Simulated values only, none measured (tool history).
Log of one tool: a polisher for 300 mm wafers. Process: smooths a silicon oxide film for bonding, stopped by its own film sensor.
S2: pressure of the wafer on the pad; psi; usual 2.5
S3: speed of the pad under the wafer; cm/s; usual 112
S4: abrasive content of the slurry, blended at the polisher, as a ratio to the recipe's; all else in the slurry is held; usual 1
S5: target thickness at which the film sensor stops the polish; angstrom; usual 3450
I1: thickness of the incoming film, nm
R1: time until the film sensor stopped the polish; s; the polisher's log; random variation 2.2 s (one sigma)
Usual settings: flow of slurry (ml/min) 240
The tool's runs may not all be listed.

run 1 hour=0 | flow_of_slurry_(ml/min)=240 S2=2.5 S3=112 S4=1 S5=3450 | I1=434.8 | R1=123.9
-- hour=24.7 worn pad replaced by a new one
run 2 hour=86.3 | flow_of_slurry_(ml/min)=240 S2=2.5 S3=122 S4=1 S5=3450 | I1=433.5 | R1=120.3
-- hour=125.5 slurry blender recalibrated
run 3 hour=144.9 | flow_of_slurry_(ml/min)=240 S2=2.5 S3=122 S4=1 S5=3450 | I1=437.9 | R1=125.8
run 4 hour=182.9 | flow_of_slurry_(ml/min)=240 S2=2.5 S3=112 S4=1 S5=3450 | I1=444.5 | R1=139.3
-- hour=191.1 worn pad replaced by a new one
run 5 hour=260.4 | flow_of_slurry_(ml/min)=240 S2=2.5 S3=112 S4=1 S5=3450 | I1=435 | R1=125
-- hour=294.1 slurry nozzle cleaned
run 6 hour=352.6 | flow_of_slurry_(ml/min)=240 S2=2.5 S3=112 S4=1 S5=3450 | I1=439.1 | R1=131.7
-- hour=402.8 worn pad replaced by a new one
run 7 hour=405.4 | flow_of_slurry_(ml/min)=240 S2=2.5 S3=112 S4=1 S5=3450 | I1=437.5 | R1=129.3
-- hour=412.5 slurry blender recalibrated
-- hour=487.5 head pressure recalibrated
run 8 hour=495.8 | flow_of_slurry_(ml/min)=240 S2=2.5 S3=112 S4=1 S5=3450 | I1=444.3 | R1=152.9
run 9 hour=552.9 | flow_of_slurry_(ml/min)=240 S2=1.7 S3=112 S4=1 S5=3450 | I1=446.9 | R1=207.2
-- hour=611.4 worn pad replaced by a new one
run 10 hour=611.9 | flow_of_slurry_(ml/min)=240 S2=1.7 S3=112 S4=1 S5=3730 | I1=445.8 | R1=146.9
run 11 hour=660.9 | flow_of_slurry_(ml/min)=240 S2=2.5 S3=122 S4=1 S5=3450 | I1=434.6 | R1=133.2
-- hour=700.2 head pressure recalibrated, repeated, since the last time left the tool worse
-- hour=722.5 slurry blender recalibrated
run 12 hour=751.9 | flow_of_slurry_(ml/min)=325 S2=3.4 S3=152 S4=0.85 S5=3450 | I1=436.4 | R1=85.5
run 13 hour=790.5 | flow_of_slurry_(ml/min)=240 S2=3.2 S3=112 S4=1.1 S5=3450 | I1=438.8 | R1=102.9
-- hour=822.2 worn pad replaced by a new one
run 14 hour=841.2 | flow_of_slurry_(ml/min)=240 S2=2.5 S3=112 S4=1 S5=3450 | I1=444.2 | R1=132.6
run 15 hour=885.4 | flow_of_slurry_(ml/min)=170 S2=2.3 S3=112 S4=1 S5=3120 | I1=440.4 | R1=198.7
run 16 hour=931.4 | flow_of_slurry_(ml/min)=315 S2=2.5 S3=94 S4=1 S5=3450 | I1=441 | R1=143.1

4 ways to go on from here, each from the tool as it stands after run 16. What would each give?
run A hour=931.9 | flow_of_slurry_(ml/min)=240 S2=2.5 S3=112 S4=1.1 S5=3450 | I1=439.9 | R1=?
run B hour=931.9 | flow_of_slurry_(ml/min)=240 S2=2.9 S3=112 S4=1 S5=3450 | I1=439.9 | R1=?
run C hour=931.9 | flow_of_slurry_(ml/min)=240 S2=3.2 S3=86 S4=0.75 S5=3450 | I1=439.9 | R1=?
run D hour=931.9 | flow_of_slurry_(ml/min)=240 S2=2.2 S3=82 S4=1.3 S5=3200 | I1=439.9 | R1=?

run=A R1=125.1
run=B R1=116.1
run=C R1=137.5
run=D R1=187.4
Without the tool's hidden state the same runs would have given:
run=A R1=123
run=B R1=114.2
run=C R1=135.2
run=D R1=184.2

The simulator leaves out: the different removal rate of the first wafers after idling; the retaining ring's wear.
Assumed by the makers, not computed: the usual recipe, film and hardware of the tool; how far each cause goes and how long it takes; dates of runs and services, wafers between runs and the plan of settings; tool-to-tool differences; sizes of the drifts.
